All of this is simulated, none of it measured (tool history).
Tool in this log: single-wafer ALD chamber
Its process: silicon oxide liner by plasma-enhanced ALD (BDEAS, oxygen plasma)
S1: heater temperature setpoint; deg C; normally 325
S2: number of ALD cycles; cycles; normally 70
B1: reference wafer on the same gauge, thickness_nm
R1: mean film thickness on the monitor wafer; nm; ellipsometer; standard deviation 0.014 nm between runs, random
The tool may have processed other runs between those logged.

run,day,S1,S2,B1,R1
1,0,325,70,6.756,5.663
2,2.3,325,74,6.77,5.96
3,3.362,329,70,6.783,5.663
4,4.158,329,70,6.795,5.651
5,8.462,329,70,6.811,5.679
6,9.212,325,65,6.821,5.284
7,9.825,332,70,6.821,5.66
8,10.379,332,70,6.826,5.625
# day 11.179: thermocouple changed; heater temperature recalibrated
9,11.412,325,60,6.833,4.905
10,12.338,325,70,6.84,5.723
# day 14.171: gauge calibrated
11,14.575,338,59,6.637,4.592
12,15.192,325,70,6.64,5.555
13,16.471,331,81,6.66,6.365
14,18.125,319,74,6.659,5.984
15,21.904,311,59,6.683,4.832
16,23.075,313,77,6.691,6.279
17,24.296,329,70,6.708,5.587
18,25.017,314,58,6.702,4.748
19,25.521,330,76,6.707,6.028

What does the tool deliver on the next run?
20,26.975,314,77,?,?

B1: 6.712
R1: 6.301 nm
Were there no unlogged condition in the tool, this run, its random variation unchanged, would have produced R1 6.246 nm.
